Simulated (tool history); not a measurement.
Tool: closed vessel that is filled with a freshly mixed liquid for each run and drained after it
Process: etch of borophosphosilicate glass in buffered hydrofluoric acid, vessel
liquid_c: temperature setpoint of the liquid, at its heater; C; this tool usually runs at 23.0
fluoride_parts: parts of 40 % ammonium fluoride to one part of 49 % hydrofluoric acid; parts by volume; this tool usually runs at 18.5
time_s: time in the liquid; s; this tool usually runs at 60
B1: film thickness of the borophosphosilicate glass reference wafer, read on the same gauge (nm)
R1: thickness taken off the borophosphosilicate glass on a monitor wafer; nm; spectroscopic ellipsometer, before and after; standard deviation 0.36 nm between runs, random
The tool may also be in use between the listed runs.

run 1 hour=0.0 | liquid_c=21.0 fluoride_parts=18.5 time_s=60 | B1=139.96 | R1=37.44
run 2 hour=12.5 | liquid_c=25.0 fluoride_parts=18.5 time_s=60 | B1=140.00 | R1=45.77
run 3 hour=28.8 | liquid_c=23.0 fluoride_parts=18.5 time_s=60 | B1=140.04 | R1=41.24
run 4 hour=63.5 | liquid_c=25.5 fluoride_parts=18.5 time_s=60 | B1=140.01 | R1=47.24
run 5 hour=78.4 | liquid_c=23.0 fluoride_parts=16.5 time_s=35 | B1=139.99 | R1=26.26
run 6 hour=108.3 | liquid_c=23.0 fluoride_parts=16.5 time_s=35 | B1=139.99 | R1=26.12
-- hour=134.9 hydrofluoric acid flow meter replaced
run 7 hour=136.8 | liquid_c=24.5 fluoride_parts=18.5 time_s=60 | B1=140.02 | R1=49.25
-- hour=140.5 gauge calibrated
run 8 hour=158.2 | liquid_c=23.0 fluoride_parts=18.5 time_s=60 | B1=139.99 | R1=45.31
run 9 hour=176.7 | liquid_c=19.0 fluoride_parts=22.5 time_s=60 | B1=140.00 | R1=31.39
run 10 hour=210.8 | liquid_c=25.0 fluoride_parts=22.5 time_s=35 | B1=140.00 | R1=24.88
-- hour=219.9 thermometer replaced
run 11 hour=238.2 | liquid_c=23.0 fluoride_parts=21.0 time_s=70 | B1=139.96 | R1=47.31
run 12 hour=266.9 | liquid_c=23.0 fluoride_parts=16.0 time_s=75 | B1=139.99 | R1=63.38
run 13 hour=301.1 | liquid_c=23.0 fluoride_parts=18.5 time_s=85 | B1=139.98 | R1=61.77
run 14 hour=326.7 | liquid_c=21.0 fluoride_parts=25.0 time_s=60 | B1=140.01 | R1=31.67

What if the next run were any one of these 5? Each begins from the tool's condition after run 14:
run A hour=327.4 | liquid_c=23.0 fluoride_parts=18.5 time_s=30 | B1=? | R1=?
run B hour=327.4 | liquid_c=25.5 fluoride_parts=21.5 time_s=90 | B1=? | R1=?
run C hour=327.4 | liquid_c=26.5 fluoride_parts=26.0 time_s=90 | B1=? | R1=?
run D hour=327.4 | liquid_c=23.0 fluoride_parts=25.0 time_s=60 | B1=? | R1=?
run E hour=327.4 | liquid_c=26.5 fluoride_parts=18.5 time_s=30 | B1=? | R1=?

run=A B1=139.97 R1=21.89
run=B B1=139.97 R1=67.56
run=C B1=139.97 R1=62.54
run=D B1=139.97 R1=35.43
run=E B1=139.97 R1=26.45
Without the tool's unlogged condition, the same runs would have read:
run=A R1=23.38
run=B R1=70.72
run=C R1=65.46
run=D R1=37.09
run=E R1=28.23
